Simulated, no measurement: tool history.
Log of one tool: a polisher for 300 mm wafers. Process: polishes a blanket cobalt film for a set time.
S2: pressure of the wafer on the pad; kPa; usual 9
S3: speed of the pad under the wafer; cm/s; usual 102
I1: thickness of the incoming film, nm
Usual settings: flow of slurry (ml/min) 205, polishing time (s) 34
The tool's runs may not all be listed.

{"run": 1, "hour": 0.0, "flow of slurry (ml/min)": 205, "S2": 9, "S3": 80, "polishing time (s)": 34, "I1": 1267.6, "film removed (angstrom)": 969}
{"run": 2, "hour": 12.1, "flow of slurry (ml/min)": 205, "S2": 7.6, "S3": 120, "polishing time (s)": 34, "I1": 1240.3, "film removed (angstrom)": 1242}
{"run": 3, "hour": 19.1, "flow of slurry (ml/min)": 205, "S2": 7.6, "S3": 120, "polishing time (s)": 34, "I1": 1254.7, "film removed (angstrom)": 1268}
{"hour": 58.8, "done": "worn pad replaced by a new one"}
{"run": 4, "hour": 61.9, "flow of slurry (ml/min)": 205, "S2": 9, "S3": 102, "polishing time (s)": 34, "I1": 1263.1, "film removed (angstrom)": 1255}
{"run": 5, "hour": 76.9, "flow of slurry (ml/min)": 205, "S2": 9, "S3": 102, "polishing time (s)": 34, "I1": 1266.7, "film removed (angstrom)": 1258}
{"run": 6, "hour": 91.4, "flow of slurry (ml/min)": 205, "S2": 9, "S3": 102, "polishing time (s)": 34, "I1": 1257.9, "film removed (angstrom)": 1253}
{"run": 7, "hour": 101.0, "flow of slurry (ml/min)": 205, "S2": 9, "S3": 102, "polishing time (s)": 34, "I1": 1258.4, "film removed (angstrom)": 1237}
{"run": 8, "hour": 112.9, "flow of slurry (ml/min)": 205, "S2": 9, "S3": 102, "polishing time (s)": 34, "I1": 1275.2, "film removed (angstrom)": 1246}
{"run": 9, "hour": 122.5, "flow of slurry (ml/min)": 205, "S2": 10.3, "S3": 102, "polishing time (s)": 42, "I1": 1232.8, "film removed (angstrom)": 1752}
{"run": 10, "hour": 131.5, "flow of slurry (ml/min)": 205, "S2": 10.3, "S3": 102, "polishing time (s)": 42, "I1": 1270.3, "film removed (angstrom)": 1810}
{"run": 11, "hour": 147.3, "flow of slurry (ml/min)": 205, "S2": 9, "S3": 102, "polishing time (s)": 26, "I1": 1266.1, "film removed (angstrom)": 949}
{"run": 12, "hour": 162.9, "flow of slurry (ml/min)": 205, "S2": 9, "S3": 102, "polishing time (s)": 29, "I1": 1240.1, "film removed (angstrom)": 1051}
{"run": 13, "hour": 170.1, "flow of slurry (ml/min)": 205, "S2": 9, "S3": 102, "polishing time (s)": 29, "I1": 1270.3, "film removed (angstrom)": 1058}
{"run": 14, "hour": 183.0, "flow of slurry (ml/min)": 205, "S2": 9, "S3": 102, "polishing time (s)": 29, "I1": 1273.6, "film removed (angstrom)": 1044}
{"hour": 196.7, "done": "worn pad replaced by a new one"}
{"run": 15, "hour": 198.7, "flow of slurry (ml/min)": 205, "S2": 9, "S3": 102, "polishing time (s)": 34, "I1": 1251.2, "film removed (angstrom)": 1232}
{"run": 16, "hour": 214.9, "flow of slurry (ml/min)": 205, "S2": 11, "S3": 102, "polishing time (s)": 34, "I1": 1263.2, "film removed (angstrom)": 1524}
{"run": 17, "hour": 230.3, "flow of slurry (ml/min)": 205, "S2": 9, "S3": 102, "polishing time (s)": 34, "I1": 1259.5, "film removed (angstrom)": 1234}
{"hour": 242.9, "done": "slurry nozzle cleaned"}
{"run": 18, "hour": 244.7, "flow of slurry (ml/min)": 205, "S2": 9, "S3": 102, "polishing time (s)": 29, "I1": 1265.5, "film removed (angstrom)": 1146}
{"run": 19, "hour": 255.6, "flow of slurry (ml/min)": 160, "S2": 9, "S3": 114, "polishing time (s)": 34, "I1": 1286.1, "film removed (angstrom)": 1434}
{"run": 20, "hour": 272.1, "flow of slurry (ml/min)": 270, "S2": 9, "S3": 70, "polishing time (s)": 34, "I1": 1250.6, "film removed (angstrom)": 949}
{"run": 21, "hour": 281.8, "flow of slurry (ml/min)": 205, "S2": 9, "S3": 102, "polishing time (s)": 23, "I1": 1253.9, "film removed (angstrom)": 902}
{"run": 22, "hour": 290.1, "flow of slurry (ml/min)": 265, "S2": 9, "S3": 130, "polishing time (s)": 34, "I1": 1265.3, "film removed (angstrom)": 1786}
{"run": 23, "hour": 302.0, "flow of slurry (ml/min)": 270, "S2": 11, "S3": 102, "polishing time (s)": 34, "I1": 1260.8, "film removed (angstrom)": 1715}
{"run": 24, "hour": 319.2, "flow of slurry (ml/min)": 205, "S2": 9, "S3": 102, "polishing time (s)": 34, "I1": 1267.6, "film removed (angstrom)": 1312}
{"hour": 323.4, "done": "worn pad replaced by a new one"}
{"hour": 327.2, "done": "head pressure recalibrated"}
{"run": 25, "hour": 327.7, "flow of slurry (ml/min)": 205, "S2": 9, "S3": 102, "polishing time (s)": 34, "I1": 1255.4, "film removed (angstrom)": 1331}
{"run": 26, "hour": 344.1, "flow of slurry (ml/min)": 205, "S2": 9, "S3": 102, "polishing time (s)": 34, "I1": 1252.5, "film removed (angstrom)": 1329}
{"run": 27, "hour": 350.2, "flow of slurry (ml/min)": 170, "S2": 9, "S3": 84, "polishing time (s)": 44, "I1": 1256.8, "film removed (angstrom)": 1352}
{"run": 28, "hour": 360.5, "flow of slurry (ml/min)": 205, "S2": 9, "S3": 102, "polishing time (s)": 44, "I1": 1259.2, "film removed (angstrom)": 1697}
{"run": 29, "hour": 370.0, "flow of slurry (ml/min)": 205, "S2": 9, "S3": 102, "polishing time (s)": 34, "I1": 1246.9, "film removed (angstrom)": 1312}
{"run": 30, "hour": 388.2, "flow of slurry (ml/min)": 205, "S2": 9, "S3": 90, "polishing time (s)": 43, "I1": 1255, "film removed (angstrom)": 1446}
{"run": 31, "hour": 396.0, "flow of slurry (ml/min)": 155, "S2": 9, "S3": 102, "polishing time (s)": 34, "I1": 1258.1, "film removed (angstrom)": 1237}
{"run": 32, "hour": 413.2, "flow of slurry (ml/min)": 185, "S2": 11.7, "S3": 122, "polishing time (s)": 24, "I1": 1243.8, "film removed (angstrom)": 1413}
{"run": 33, "hour": 427.5, "flow of slurry (ml/min)": 205, "S2": 9, "S3": 102, "polishing time (s)": 34, "I1": 1245.8, "film removed (angstrom)": 1281}
{"hour": 432.6, "done": "worn pad replaced by a new one"}
{"run": 34, "hour": 433.7, "flow of slurry (ml/min)": 205, "S2": 9, "S3": 102, "polishing time (s)": 34, "I1": 1252.4, "film removed (angstrom)": 1300}
{"run": 35, "hour": 441.6, "flow of slurry (ml/min)": 205, "S2": 9, "S3": 102, "polishing time (s)": 34, "I1": 1250.9, "film removed (angstrom)": 1315}
{"run": 36, "hour": 447.7, "flow of slurry (ml/min)": 240, "S2": 9, "S3": 76, "polishing time (s)": 34, "I1": 1282, "film removed (angstrom)": 992}
{"run": 37, "hour": 465.5, "flow of slurry (ml/min)": 225, "S2": 7.6, "S3": 70, "polishing time (s)": 34, "I1": 1270.8, "film removed (angstrom)": 756}
{"run": 38, "hour": 473.2, "flow of slurry (ml/min)": 260, "S2": 9, "S3": 102, "polishing time (s)": 37, "I1": 1282.4, "film removed (angstrom)": 1441}

Hidden state or all else? Some run-to-run changes of film removed (angstrom), split into what the settings, what came in and random variation would give without the hidden state, and what is left for the hidden state (with any gauge scatter that isn't in both results):
The hidden state here: removal rate lost through wear of the pad, %; slurry flow missing at the pad, %; deviation of the head's pressure from its setpoint, %.
Run 8 -> 9: S2 9 -> 10.3, polishing time (s) 34 -> 42. film removed (angstrom) +506: hidden state -52, all else +558.
Run 10 -> 11: S2 10.3 -> 9, polishing time (s) 42 -> 26. film removed (angstrom) -861: hidden state +86, all else -947.
Run 17 -> 18: polishing time (s) 34 -> 29, slurry nozzle cleaned. film removed (angstrom) -88: hidden state +123, all else -211.
Run 21 -> 22: flow of slurry (ml/min) 205 -> 265, S3 102 -> 130, polishing time (s) 23 -> 34. film removed (angstrom) +884: hidden state -10, all else +894.
Run 37 -> 38: flow of slurry (ml/min) 225 -> 260, S2 7.6 -> 9, S3 70 -> 102, polishing time (s) 34 -> 37. film removed (angstrom) +685: hidden state -28, all else +713.

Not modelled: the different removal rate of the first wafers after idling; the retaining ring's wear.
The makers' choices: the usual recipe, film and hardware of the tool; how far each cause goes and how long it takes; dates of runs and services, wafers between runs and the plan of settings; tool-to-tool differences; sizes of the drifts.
